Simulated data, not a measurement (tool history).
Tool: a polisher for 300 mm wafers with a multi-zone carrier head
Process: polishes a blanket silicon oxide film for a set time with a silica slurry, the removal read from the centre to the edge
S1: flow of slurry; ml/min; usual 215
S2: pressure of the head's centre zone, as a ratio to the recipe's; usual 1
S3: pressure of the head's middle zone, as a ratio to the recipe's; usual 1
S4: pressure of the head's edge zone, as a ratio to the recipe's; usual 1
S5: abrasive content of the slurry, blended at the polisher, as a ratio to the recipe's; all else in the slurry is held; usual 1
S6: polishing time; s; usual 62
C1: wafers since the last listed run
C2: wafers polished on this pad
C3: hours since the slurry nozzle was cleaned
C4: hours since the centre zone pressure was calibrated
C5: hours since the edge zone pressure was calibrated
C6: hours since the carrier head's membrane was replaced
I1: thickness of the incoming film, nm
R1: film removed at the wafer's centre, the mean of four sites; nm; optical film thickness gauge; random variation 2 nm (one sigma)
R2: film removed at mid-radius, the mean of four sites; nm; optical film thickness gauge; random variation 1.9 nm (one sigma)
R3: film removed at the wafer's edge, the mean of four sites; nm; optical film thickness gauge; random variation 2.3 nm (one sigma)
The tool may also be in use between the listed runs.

run,hour,S1,S2,S3,S4,S5,S6,C1,C2,C3,C4,C5,C6,I1,R1,R2,R3
1,0,215,1,1.04,1,1,62,0,1373,536.8,1348.1,29.5,116.5,1274.2,141.1,146.6,150.8
# hour 9.6: worn pad replaced by a new one
2,17.5,215,1,1,1.1,1,73,159,92,554.3,1365.6,47,134,1275.7,186.1,189.7,198.8
3,25.2,215,1,1,1,1,62,90,183,562,1373.3,54.7,141.7,1301.6,155.2,159.7,163.9
4,41.1,215,1,1,1,1.15,62,187,370,577.9,1389.2,70.6,157.6,1265.6,169.9,168.8,178.4
5,50.2,215,1,0.92,1,0.9,62,107,478,587,1398.3,79.7,166.7,1293.1,144.4,134.1,151.4
# hour 58.1: centre zone pressure recalibrated
6,64.4,215,1,1,0.89,1,43,143,622,601.2,6.3,93.9,180.9,1303.4,103.7,104.4,105.3
7,71.3,215,0.94,1,1.04,1,69,81,703,608.1,13.2,100.8,187.8,1289.3,159.8,172.3,175.7
8,80.1,215,0.91,1,1,1,49,103,807,616.9,22,109.6,196.6,1283.5,109.7,120.5,119.9
9,98,255,0.92,1,1,1,62,211,1018,634.8,39.9,127.5,214.5,1305.2,140.7,153.4,154.1
# hour 106: slurry nozzle cleaned
10,106.5,215,1,0.89,1.11,1,62,88,1106,0.5,48.4,136,223,1289,139.8,134.9,156.6
11,121.3,215,0.92,1,1,1,62,174,1281,15.3,63.2,150.8,237.8,1290.7,134.7,145.2,149.8
# hour 137.1: worn pad replaced by a new one
12,137.4,215,1,1,1,1,62,142,3,31.4,79.3,166.9,253.9,1298.7,157.5,158.6,163.9
13,148.3,190,1,1,1,1,62,128,132,42.3,90.2,177.8,264.8,1309.3,154.8,159.6,160
14,155.6,275,1,1,1,0.75,62,86,218,49.6,97.5,185.1,272.1,1287.2,134.4,138.1,136.6
15,170.1,215,1,1,1,1,62,171,389,64.1,112,199.6,286.6,1269,158.2,161.5,159.9
16,179.8,215,1,1,1,1,53,114,503,73.8,121.7,209.3,296.3,1308.8,129.3,133.9,136.2
17,195.5,250,1,0.91,1,1,62,185,688,89.5,137.4,225,312,1298.8,152.4,143.6,156.3
18,210.2,240,1,1.05,1,1.15,72,173,862,104.2,152.1,239.7,326.7,1280.9,184.3,201.5,198.5
19,226.1,215,1.09,0.9,1,1,62,187,1049,120.1,168,255.6,342.6,1293,153.9,136.3,151.9
20,236.1,215,1,1,1,1.15,62,117,1167,130.1,178,265.6,352.6,1301,151.8,159.8,160
# hour 247.6: worn pad replaced by a new one
21,251.1,215,1,1,1,1,62,129,41,145.1,193,280.6,367.6,1276.6,163.9,164.2,163.7

How the hidden state differs across the entries between the runs, from the last listed run before each to the first after it:
Between runs 1 and 2: worn pad replaced by a new one (hour 9.6)
  removal rate lost through wear of the pad, %: 12.3 -> 1.69
  measured less the result without the state, R1: -19.8 -> -3.2 nm; R2: -20.5 -> -3.3 nm; R3: -21.2 -> -3.4 nm
Between runs 5 and 6: centre zone pressure recalibrated (hour 58.1)
  removal rate lost through wear of the pad, %: 4.63 -> 5.91
  measured less the result without the state, R1: -7 -> -6.5 nm; R2: -6.5 -> -6.6 nm; R3: -7.4 -> -6.6 nm
Between runs 9 and 10: slurry nozzle cleaned (hour 106)
  removal rate lost through wear of the pad, %: 8.94 -> 9.7
  measured less the result without the state, R1: -13.8 -> -15 nm; R2: -15.1 -> -14.5 nm; R3: -15.1 -> -16.8 nm
Between runs 11 and 12: worn pad replaced by a new one (hour 137.1)
  removal rate lost through wear of the pad, %: 11 -> 0.902
  measured less the result without the state, R1: -16.7 -> -1.4 nm; R2: -18 -> -1.4 nm; R3: -18.6 -> -1.5 nm
Between runs 20 and 21: worn pad replaced by a new one (hour 247.6)
  removal rate lost through wear of the pad, %: 9.78 -> 0.404
  measured less the result without the state, R1: -16.5 -> -0.6 nm; R2: -17.3 -> -0.7 nm; R3: -17.4 -> -0.6 nm
